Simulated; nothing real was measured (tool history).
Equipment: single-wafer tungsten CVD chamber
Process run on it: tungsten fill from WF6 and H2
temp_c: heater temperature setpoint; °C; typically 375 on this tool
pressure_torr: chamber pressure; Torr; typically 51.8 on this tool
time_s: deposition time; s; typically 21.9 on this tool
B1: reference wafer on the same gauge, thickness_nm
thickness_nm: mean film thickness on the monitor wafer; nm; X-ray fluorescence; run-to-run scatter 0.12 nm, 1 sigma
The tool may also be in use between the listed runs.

run 1 hour=0.0 | temp_c=371 pressure_torr=51.8 time_s=21.9 | B1=49.349 | thickness_nm=51.577
run 2 hour=15.2 | temp_c=371 pressure_torr=51.8 time_s=21.9 | B1=49.330 | thickness_nm=51.712
run 3 hour=27.9 | temp_c=371 pressure_torr=51.8 time_s=21.9 | B1=49.320 | thickness_nm=51.801
run 4 hour=44.8 | temp_c=375 pressure_torr=51.8 time_s=21.9 | B1=49.301 | thickness_nm=56.115
run 5 hour=57.7 | temp_c=375 pressure_torr=51.8 time_s=21.9 | B1=49.291 | thickness_nm=56.190
-- hour=73.2 capacitance manometer re-zeroed and calibrated
run 6 hour=75.7 | temp_c=375 pressure_torr=51.8 time_s=21.9 | B1=49.309 | thickness_nm=56.246
run 7 hour=92.0 | temp_c=375 pressure_torr=51.8 time_s=21.9 | B1=49.273 | thickness_nm=56.400
run 8 hour=101.9 | temp_c=375 pressure_torr=51.8 time_s=21.9 | B1=49.306 | thickness_nm=56.235
run 9 hour=116.0 | temp_c=379 pressure_torr=51.8 time_s=21.9 | B1=49.310 | thickness_nm=60.825
run 10 hour=123.3 | temp_c=385 pressure_torr=43.8 time_s=21.9 | B1=49.291 | thickness_nm=62.910
-- hour=134.2 gauge calibrated
-- hour=145.6 thermocouple changed; heater temperature recalibrated
run 11 hour=146.1 | temp_c=375 pressure_torr=44.5 time_s=23.5 | B1=49.312 | thickness_nm=59.286
-- hour=157.9 showerhead replaced
run 12 hour=158.4 | temp_c=375 pressure_torr=57.9 time_s=17.6 | B1=49.256 | thickness_nm=50.462
run 13 hour=170.6 | temp_c=375 pressure_torr=51.8 time_s=21.9 | B1=49.320 | thickness_nm=59.452
run 14 hour=180.5 | temp_c=363 pressure_torr=59.6 time_s=24.1 | B1=49.296 | thickness_nm=54.904
run 15 hour=192.2 | temp_c=386 pressure_torr=58.5 time_s=25.7 | B1=49.330 | thickness_nm=91.280
-- hour=205.5 thermocouple changed; heater temperature recalibrated, repeated, since the last time left the tool worse
run 16 hour=206.0 | temp_c=375 pressure_torr=51.8 time_s=21.9 | B1=49.303 | thickness_nm=50.759
run 17 hour=208.0 | temp_c=375 pressure_torr=51.8 time_s=21.9 | B1=49.299 | thickness_nm=51.122
run 18 hour=217.3 | temp_c=385 pressure_torr=57.8 time_s=24.2 | B1=49.319 | thickness_nm=72.478
run 19 hour=233.1 | temp_c=375 pressure_torr=51.8 time_s=18.8 | B1=49.267 | thickness_nm=43.671
run 20 hour=241.1 | temp_c=385 pressure_torr=57.8 time_s=24.2 | B1=49.255 | thickness_nm=71.984

Here are 5 independent what-if runs from the current tool condition. What would each one return?
run A hour=241.5 | temp_c=375 pressure_torr=51.8 time_s=21.9 | B1=? | thickness_nm=?
run B hour=241.5 | temp_c=383 pressure_torr=43.5 time_s=24.5 | B1=? | thickness_nm=?
run C hour=241.5 | temp_c=375 pressure_torr=56.9 time_s=21.9 | B1=? | thickness_nm=?
run D hour=241.5 | temp_c=388 pressure_torr=57.1 time_s=19.6 | B1=? | thickness_nm=?
run E hour=241.5 | temp_c=370 pressure_torr=41.2 time_s=24.7 | B1=? | thickness_nm=?

run=A B1=49.331 thickness_nm=51.090
run=B B1=49.331 thickness_nm=61.350
run=C B1=49.331 thickness_nm=53.454
run=D B1=49.331 thickness_nm=61.731
run=E B1=49.331 thickness_nm=46.433
What these runs would have given with no unlogged condition in the tool:
run=A thickness_nm=51.172
run=B thickness_nm=61.445
run=C thickness_nm=53.540
run=D thickness_nm=61.826
run=E thickness_nm=46.509

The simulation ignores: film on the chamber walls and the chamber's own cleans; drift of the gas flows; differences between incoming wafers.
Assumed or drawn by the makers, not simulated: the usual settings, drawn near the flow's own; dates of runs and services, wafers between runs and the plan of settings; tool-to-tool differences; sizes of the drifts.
